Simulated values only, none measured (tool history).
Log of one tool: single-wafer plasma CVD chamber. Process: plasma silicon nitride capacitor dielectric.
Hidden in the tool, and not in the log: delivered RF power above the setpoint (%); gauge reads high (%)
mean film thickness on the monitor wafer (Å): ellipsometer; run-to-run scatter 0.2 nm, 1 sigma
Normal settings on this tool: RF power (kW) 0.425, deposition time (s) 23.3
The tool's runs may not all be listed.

run   hour  RF power (kW)  deposition time (s)  wafers since the last listed run  hours since the last RF generator calibration  hours since the showerhead was replaced  hours since the gauge calibration  read-back reference wafer on the same gauge, thickness_nm  mean film thickness on the monitor wafer (Å)
  1      0          0.425                 23.3                                 0                                           1096                                   6338.9                              159.6                                                     36.126                                        339.44
  2     15          0.425                 23.3                               412                                           1111                                   6353.9                              174.6                                                      36.07                                        338.34
  3   28.2          0.425                 25.7                               362                                         1124.2                                   6367.1                              187.8                                                     35.983                                        375.48
  4   35.2          0.425                 25.7                               192                                         1131.2                                   6374.1                              194.8                                                     36.087                                        373.26
  5   48.5          0.365                 23.3                               365                                         1144.5                                   6387.4                              208.1                                                     36.088                                        321.01
  6     62          0.365                 23.3                               371                                           1158                                   6400.9                              221.6                                                     36.095                                        323.69
  7   79.5          0.365                 23.3                               480                                         1175.5                                   6418.4                              239.1                                                     36.169                                        320.87
  8   90.5          0.465                 20.5                               302                                         1186.5                                   6429.4                              250.1                                                     36.119                                        307.16
  9  105.3          0.465                 20.5                               406                                         1201.3                                   6444.2                              264.9                                                     36.113                                        311.07
 10  113.5          0.395                 23.3                               225                                         1209.5                                   6452.4                              273.1                                                     36.154                                        331.08
 11  125.4          0.395                 23.3                               327                                         1221.4                                   6464.3                                285                                                     36.053                                        330.63
 12  143.1          0.425                 23.3                               486                                         1239.1                                     6482                              302.7                                                     36.094                                        342.33
 13  159.4          0.425                 23.3                               447                                         1255.4                                   6498.3                                319                                                     36.128                                        338.64
 14  166.5          0.425                 23.3                               195                                         1262.5                                   6505.4                              326.1                                                     36.098                                        339.76
 15  175.4          0.425                 23.3                               244                                         1271.4                                   6514.3                                335                                                     36.094                                        340.16
 16  182.6          0.425                 23.3                               197                                         1278.6                                   6521.5                              342.2                                                     36.107                                        339.22
 17  195.4          0.475                 23.3                               351                                         1291.4                                   6534.3                                355                                                     36.049                                        350.85
 18  206.8          0.475                 23.3                               313                                         1302.8                                   6545.7                              366.4                                                     36.185                                        347.63
 19  216.8          0.475                 23.3                               274                                         1312.8                                   6555.7                              376.4                                                     36.159                                        352.29
     224.4  -- gauge calibrated
     231.5  -- RF generator calibrated
     233.5  -- showerhead replaced
 20    234          0.425                 23.3                               196                                            2.5                                      0.5                                9.6                                                     36.106                                        339.48
 21  235.4          0.425                 23.3                                38                                            3.9                                      1.9                                 11                                                     36.111                                        337.66

Predict the results of run 22:
 22  242.6          0.495                 18.9                               197                                           11.1                                      9.1                               18.2                                                          ?                                             ?

Run 22 came out at read-back reference wafer on the same gauge, thickness_nm 36.103, mean film thickness on the monitor wafer (Å) 284.88.
Had the tool carried no hidden state, the very same run would have given mean film thickness on the monitor wafer (Å) 284.88.
